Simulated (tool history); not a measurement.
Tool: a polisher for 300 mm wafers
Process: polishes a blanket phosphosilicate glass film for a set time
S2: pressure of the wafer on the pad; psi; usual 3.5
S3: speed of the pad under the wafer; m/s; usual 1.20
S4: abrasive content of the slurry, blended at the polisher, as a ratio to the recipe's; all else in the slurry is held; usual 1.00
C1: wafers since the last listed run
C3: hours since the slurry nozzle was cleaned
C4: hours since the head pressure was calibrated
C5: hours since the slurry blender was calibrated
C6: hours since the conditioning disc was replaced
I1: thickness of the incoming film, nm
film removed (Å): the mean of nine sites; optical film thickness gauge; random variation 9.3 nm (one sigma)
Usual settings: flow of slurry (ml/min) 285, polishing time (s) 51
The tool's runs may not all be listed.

{"run": 1, "hour": 0.0, "flow of slurry (ml/min)": 285, "S2": 3.5, "S3": 1.42, "S4": 1.0, "polishing time (s)": 41, "C1": 0, "wafers polished on this pad": 1187, "C3": 594.5, "C4": 753.5, "C5": 68.2, "C6": 248.1, "I1": 2580.2, "film removed (Å)": 5126}
{"run": 2, "hour": 22.3, "flow of slurry (ml/min)": 285, "S2": 3.5, "S3": 1.42, "S4": 1.0, "polishing time (s)": 41, "C1": 173, "wafers polished on this pad": 1361, "C3": 616.8, "C4": 775.8, "C5": 90.5, "C6": 270.4, "I1": 2580.7, "film removed (Å)": 5278}
{"hour": 25.6, "done": "head pressure recalibrated"}
{"hour": 42.2, "done": "slurry nozzle cleaned"}
{"run": 3, "hour": 55.6, "flow of slurry (ml/min)": 285, "S2": 3.5, "S3": 1.2, "S4": 1.0, "polishing time (s)": 51, "C1": 236, "wafers polished on this pad": 1597, "C3": 13.4, "C4": 30.0, "C5": 123.8, "C6": 303.7, "I1": 2627.4, "film removed (Å)": 5532}
{"run": 4, "hour": 72.0, "flow of slurry (ml/min)": 285, "S2": 3.5, "S3": 1.2, "S4": 1.0, "polishing time (s)": 51, "C1": 127, "wafers polished on this pad": 1725, "C3": 29.8, "C4": 46.4, "C5": 140.2, "C6": 320.1, "I1": 2640.7, "film removed (Å)": 5518}
{"hour": 86.1, "done": "worn pad replaced by a new one"}
{"run": 5, "hour": 91.7, "flow of slurry (ml/min)": 285, "S2": 3.5, "S3": 1.2, "S4": 1.0, "polishing time (s)": 51, "C1": 122, "wafers polished on this pad": 43, "C3": 49.5, "C4": 66.1, "C5": 159.9, "C6": 339.8, "I1": 2611.2, "film removed (Å)": 6447}
{"run": 6, "hour": 107.7, "flow of slurry (ml/min)": 240, "S2": 3.9, "S3": 1.2, "S4": 1.0, "polishing time (s)": 51, "C1": 124, "wafers polished on this pad": 168, "C3": 65.5, "C4": 82.1, "C5": 175.9, "C6": 355.8, "I1": 2623.0, "film removed (Å)": 6991}
{"run": 7, "hour": 136.2, "flow of slurry (ml/min)": 285, "S2": 4.1, "S3": 1.5, "S4": 1.15, "polishing time (s)": 51, "C1": 222, "wafers polished on this pad": 390, "C3": 94.0, "C4": 110.6, "C5": 204.4, "C6": 384.3, "I1": 2639.0, "film removed (Å)": 9023}
{"run": 8, "hour": 162.8, "flow of slurry (ml/min)": 285, "S2": 4.3, "S3": 1.2, "S4": 1.2, "polishing time (s)": 51, "C1": 207, "wafers polished on this pad": 597, "C3": 120.6, "C4": 137.2, "C5": 231.0, "C6": 410.9, "I1": 2628.1, "film removed (Å)": 8394}
{"run": 9, "hour": 184.8, "flow of slurry (ml/min)": 345, "S2": 3.5, "S3": 1.2, "S4": 0.9, "polishing time (s)": 39, "C1": 171, "wafers polished on this pad": 769, "C3": 142.6, "C4": 159.2, "C5": 253.0, "C6": 432.9, "I1": 2615.1, "film removed (Å)": 4677}
{"run": 10, "hour": 198.2, "flow of slurry (ml/min)": 285, "S2": 4.1, "S3": 0.98, "S4": 1.3, "polishing time (s)": 46, "C1": 104, "wafers polished on this pad": 873, "C3": 156.0, "C4": 172.6, "C5": 266.4, "C6": 446.3, "I1": 2639.7, "film removed (Å)": 6348}
{"run": 11, "hour": 211.8, "flow of slurry (ml/min)": 285, "S2": 4.4, "S3": 1.2, "S4": 0.85, "polishing time (s)": 35, "C1": 106, "wafers polished on this pad": 979, "C3": 169.6, "C4": 186.2, "C5": 280.0, "C6": 459.9, "I1": 2651.6, "film removed (Å)": 4990}
{"run": 12, "hour": 234.0, "flow of slurry (ml/min)": 285, "S2": 2.6, "S3": 1.2, "S4": 1.25, "polishing time (s)": 65, "C1": 173, "wafers polished on this pad": 1152, "C3": 191.8, "C4": 208.4, "C5": 302.2, "C6": 482.1, "I1": 2608.7, "film removed (Å)": 6230}
{"hour": 242.4, "done": "conditioning disc replaced and pad reconditioned"}
{"run": 13, "hour": 263.0, "flow of slurry (ml/min)": 285, "S2": 3.5, "S3": 1.2, "S4": 1.0, "polishing time (s)": 51, "C1": 210, "wafers polished on this pad": 1363, "C3": 220.8, "C4": 237.4, "C5": 331.2, "C6": 20.6, "I1": 2624.8, "film removed (Å)": 6017}
{"run": 14, "hour": 292.6, "flow of slurry (ml/min)": 285, "S2": 4.5, "S3": 0.98, "S4": 1.0, "polishing time (s)": 61, "C1": 230, "wafers polished on this pad": 1594, "C3": 250.4, "C4": 267.0, "C5": 360.8, "C6": 50.2, "I1": 2658.9, "film removed (Å)": 8057}
{"hour": 311.5, "done": "worn pad replaced by a new one"}
{"run": 15, "hour": 320.2, "flow of slurry (ml/min)": 285, "S2": 3.5, "S3": 1.2, "S4": 1.0, "polishing time (s)": 63, "C1": 184, "wafers polished on this pad": 67, "C3": 278.0, "C4": 294.6, "C5": 388.4, "C6": 77.8, "I1": 2637.2, "film removed (Å)": 8211}
{"hour": 328.4, "done": "slurry blender recalibrated"}
{"run": 16, "hour": 335.7, "flow of slurry (ml/min)": 285, "S2": 3.5, "S3": 1.2, "S4": 1.0, "polishing time (s)": 44, "C1": 105, "wafers polished on this pad": 172, "C3": 293.5, "C4": 310.1, "C5": 7.3, "C6": 93.3, "I1": 2593.0, "film removed (Å)": 5559}
{"run": 17, "hour": 361.0, "flow of slurry (ml/min)": 365, "S2": 3.5, "S3": 1.2, "S4": 1.0, "polishing time (s)": 38, "C1": 197, "wafers polished on this pad": 370, "C3": 318.8, "C4": 335.4, "C5": 32.6, "C6": 118.6, "I1": 2657.1, "film removed (Å)": 4824}
{"run": 18, "hour": 391.9, "flow of slurry (ml/min)": 285, "S2": 3.5, "S3": 1.2, "S4": 1.0, "polishing time (s)": 51, "C1": 240, "wafers polished on this pad": 610, "C3": 349.7, "C4": 366.3, "C5": 63.5, "C6": 149.5, "I1": 2631.9, "film removed (Å)": 6238}
{"run": 19, "hour": 423.6, "flow of slurry (ml/min)": 285, "S2": 3.5, "S3": 1.56, "S4": 1.0, "polishing time (s)": 51, "C1": 247, "wafers polished on this pad": 858, "C3": 381.4, "C4": 398.0, "C5": 95.2, "C6": 181.2, "I1": 2643.4, "film removed (Å)": 7218}
{"run": 20, "hour": 459.2, "flow of slurry (ml/min)": 285, "S2": 3.5, "S3": 1.2, "S4": 1.0, "polishing time (s)": 51, "C1": 277, "wafers polished on this pad": 1135, "C3": 417.0, "C4": 433.6, "C5": 130.8, "C6": 216.8, "I1": 2602.8, "film removed (Å)": 6014}
{"run": 21, "hour": 481.2, "flow of slurry (ml/min)": 285, "S2": 3.5, "S3": 0.8, "S4": 1.0, "polishing time (s)": 51, "C1": 171, "wafers polished on this pad": 1307, "C3": 439.0, "C4": 455.6, "C5": 152.8, "C6": 238.8, "I1": 2629.6, "film removed (Å)": 4801}
{"hour": 511.9, "done": "worn pad replaced by a new one"}
{"run": 22, "hour": 512.9, "flow of slurry (ml/min)": 205, "S2": 4.0, "S3": 0.94, "S4": 1.0, "polishing time (s)": 51, "C1": 215, "wafers polished on this pad": 7, "C3": 470.7, "C4": 487.3, "C5": 184.5, "C6": 270.5, "I1": 2611.5, "film removed (Å)": 6212}
{"run": 23, "hour": 539.4, "flow of slurry (ml/min)": 285, "S2": 3.5, "S3": 1.2, "S4": 1.15, "polishing time (s)": 45, "C1": 206, "wafers polished on this pad": 214, "C3": 497.2, "C4": 513.8, "C5": 211.0, "C6": 297.0, "I1": 2596.8, "film removed (Å)": 5955}
{"run": 24, "hour": 559.1, "flow of slurry (ml/min)": 360, "S2": 3.5, "S3": 1.2, "S4": 1.25, "polishing time (s)": 33, "C1": 153, "wafers polished on this pad": 367, "C3": 516.9, "C4": 533.5, "C5": 230.7, "C6": 316.7, "I1": 2594.1, "film removed (Å)": 4572}
{"run": 25, "hour": 588.9, "flow of slurry (ml/min)": 220, "S2": 3.5, "S3": 1.2, "S4": 0.8, "polishing time (s)": 51, "C1": 232, "wafers polished on this pad": 600, "C3": 546.7, "C4": 563.3, "C5": 260.5, "C6": 346.5, "I1": 2658.0, "film removed (Å)": 5533}
{"run": 26, "hour": 616.8, "flow of slurry (ml/min)": 285, "S2": 3.5, "S3": 1.2, "S4": 1.0, "polishing time (s)": 51, "C1": 217, "wafers polished on this pad": 817, "C3": 574.6, "C4": 591.2, "C5": 288.4, "C6": 374.4, "I1": 2619.2, "film removed (Å)": 6291}
{"run": 27, "hour": 643.1, "flow of slurry (ml/min)": 340, "S2": 3.5, "S3": 1.2, "S4": 0.8, "polishing time (s)": 37, "C1": 205, "wafers polished on this pad": 1022, "C3": 600.9, "C4": 617.5, "C5": 314.7, "C6": 400.7, "I1": 2565.5, "film removed (Å)": 4115}

3 ways to go on from here, each from the tool as it stands after run 27. What would each give?
{"run": "A", "hour": 643.5, "flow of slurry (ml/min)": 285, "S2": 3.5, "S3": 1.6, "S4": 1.0, "polishing time (s)": 51, "C1": 3, "wafers polished on this pad": 1025, "C3": 601.3, "C4": 617.9, "C5": 315.1, "C6": 401.1, "I1": 2664.6, "film removed (Å)": "?"}
{"run": "B", "hour": 643.5, "flow of slurry (ml/min)": 350, "S2": 2.5, "S3": 1.2, "S4": 1.3, "polishing time (s)": 51, "C1": 3, "wafers polished on this pad": 1025, "C3": 601.3, "C4": 617.9, "C5": 315.1, "C6": 401.1, "I1": 2664.6, "film removed (Å)": "?"}
{"run": "C", "hour": 643.5, "flow of slurry (ml/min)": 285, "S2": 4.3, "S3": 1.2, "S4": 1.0, "polishing time (s)": 51, "C1": 3, "wafers polished on this pad": 1025, "C3": 601.3, "C4": 617.9, "C5": 315.1, "C6": 401.1, "I1": 2664.6, "film removed (Å)": "?"}

run=A film_removed_(Å)=7137
run=B film_removed_(Å)=4775
run=C film_removed_(Å)=7357
Without the tool's hidden state the same runs would have given:
run=A film_removed_(Å)=7507
run=B film_removed_(Å)=5023
run=C film_removed_(Å)=7739
